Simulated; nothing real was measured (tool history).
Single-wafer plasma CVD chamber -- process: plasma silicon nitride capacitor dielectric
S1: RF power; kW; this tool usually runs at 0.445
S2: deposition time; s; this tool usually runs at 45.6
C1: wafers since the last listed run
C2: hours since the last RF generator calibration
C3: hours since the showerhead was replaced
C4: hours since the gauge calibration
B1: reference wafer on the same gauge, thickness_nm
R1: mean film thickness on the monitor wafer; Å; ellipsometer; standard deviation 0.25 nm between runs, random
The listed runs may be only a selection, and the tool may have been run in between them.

{"run": 1, "hour": 0.0, "S1": 0.445, "S2": 45.6, "C1": 0, "C2": 2021.3, "C3": 3844.7, "C4": 595.8, "B1": 68.3, "R1": 652.92}
{"run": 2, "hour": 51.8, "S1": 0.445, "S2": 45.6, "C1": 816, "C2": 2073.1, "C3": 3896.5, "C4": 647.6, "B1": 68.32, "R1": 656.25}
{"run": 3, "hour": 99.1, "S1": 0.47, "S2": 41.9, "C1": 745, "C2": 2120.4, "C3": 3943.8, "C4": 694.9, "B1": 68.324, "R1": 611.57}
{"hour": 251.9, "done": "gauge calibrated"}
{"run": 4, "hour": 400.2, "S1": 0.47, "S2": 41.9, "C1": 4745, "C2": 2421.5, "C3": 4244.9, "C4": 148.3, "B1": 68.278, "R1": 610.3}
{"run": 5, "hour": 497.1, "S1": 0.445, "S2": 45.6, "C1": 1527, "C2": 2518.4, "C3": 4341.8, "C4": 245.2, "B1": 68.257, "R1": 656.34}
{"run": 6, "hour": 598.4, "S1": 0.445, "S2": 45.6, "C1": 1596, "C2": 2619.7, "C3": 4443.1, "C4": 346.5, "B1": 68.28, "R1": 655.63}
{"run": 7, "hour": 645.0, "S1": 0.445, "S2": 45.6, "C1": 734, "C2": 2666.3, "C3": 4489.7, "C4": 393.1, "B1": 68.26, "R1": 654.67}
{"hour": 685.5, "done": "RF generator calibrated"}
{"run": 8, "hour": 701.8, "S1": 0.445, "S2": 45.6, "C1": 769, "C2": 16.3, "C3": 4546.5, "C4": 449.9, "B1": 68.404, "R1": 655.18}
{"run": 9, "hour": 748.3, "S1": 0.445, "S2": 45.6, "C1": 732, "C2": 62.8, "C3": 4593, "C4": 496.4, "B1": 68.338, "R1": 657.52}
{"run": 10, "hour": 801.3, "S1": 0.445, "S2": 45.6, "C1": 835, "C2": 115.8, "C3": 4646, "C4": 549.4, "B1": 68.342, "R1": 660.68}
{"run": 11, "hour": 858.4, "S1": 0.445, "S2": 45.6, "C1": 899, "C2": 172.9, "C3": 4703.1, "C4": 606.5, "B1": 68.272, "R1": 652.75}
{"hour": 953.4, "done": "showerhead replaced"}
{"run": 12, "hour": 962.9, "S1": 0.48, "S2": 40.9, "C1": 1520, "C2": 277.4, "C3": 9.5, "C4": 711, "B1": 68.294, "R1": 600.66}
{"run": 13, "hour": 1022.9, "S1": 0.365, "S2": 45.6, "C1": 945, "C2": 337.4, "C3": 69.5, "C4": 771, "B1": 68.378, "R1": 622.79}
{"run": 14, "hour": 1097.2, "S1": 0.385, "S2": 45.6, "C1": 1170, "C2": 411.7, "C3": 143.8, "C4": 845.3, "B1": 68.247, "R1": 633.65}
{"run": 15, "hour": 1135.8, "S1": 0.445, "S2": 45.6, "C1": 608, "C2": 450.3, "C3": 182.4, "C4": 883.9, "B1": 68.283, "R1": 655.38}
{"hour": 1143.2, "done": "gauge calibrated"}
{"run": 16, "hour": 1232.5, "S1": 0.445, "S2": 53.8, "C1": 1523, "C2": 547, "C3": 279.1, "C4": 89.3, "B1": 68.275, "R1": 779.63}
{"run": 17, "hour": 1317.9, "S1": 0.445, "S2": 45.6, "C1": 1345, "C2": 632.4, "C3": 364.5, "C4": 174.7, "B1": 68.326, "R1": 657.25}
{"run": 18, "hour": 1375.2, "S1": 0.355, "S2": 52.6, "C1": 903, "C2": 689.7, "C3": 421.8, "C4": 232, "B1": 68.231, "R1": 719.25}
{"run": 19, "hour": 1419.6, "S1": 0.47, "S2": 38.2, "C1": 699, "C2": 734.1, "C3": 466.2, "C4": 276.4, "B1": 68.357, "R1": 558.77}
{"run": 20, "hour": 1516.3, "S1": 0.445, "S2": 45.6, "C1": 1523, "C2": 830.8, "C3": 562.9, "C4": 373.1, "B1": 68.293, "R1": 653.14}
{"run": 21, "hour": 1578.7, "S1": 0.39, "S2": 42.7, "C1": 983, "C2": 893.2, "C3": 625.3, "C4": 435.5, "B1": 68.341, "R1": 593.73}
{"run": 22, "hour": 1639.1, "S1": 0.445, "S2": 45.6, "C1": 951, "C2": 953.6, "C3": 685.7, "C4": 495.9, "B1": 68.323, "R1": 657.69}

Describe how what the log doesn't record of the tool's condition differs between the last listed run preceding each entry between runs and the first listed run following it.
Logged between run 3 and run 4: gauge calibrated (hour 251.9)
  both runs share identical hidden conditions
Logged between run 7 and run 8: RF generator calibrated (hour 685.5)
  both runs share identical hidden conditions
Logged between run 11 and run 12: showerhead replaced (hour 953.4)
  both runs share identical hidden conditions
Logged between run 15 and run 16: gauge calibrated (hour 1143.2)
  both runs share identical hidden conditions

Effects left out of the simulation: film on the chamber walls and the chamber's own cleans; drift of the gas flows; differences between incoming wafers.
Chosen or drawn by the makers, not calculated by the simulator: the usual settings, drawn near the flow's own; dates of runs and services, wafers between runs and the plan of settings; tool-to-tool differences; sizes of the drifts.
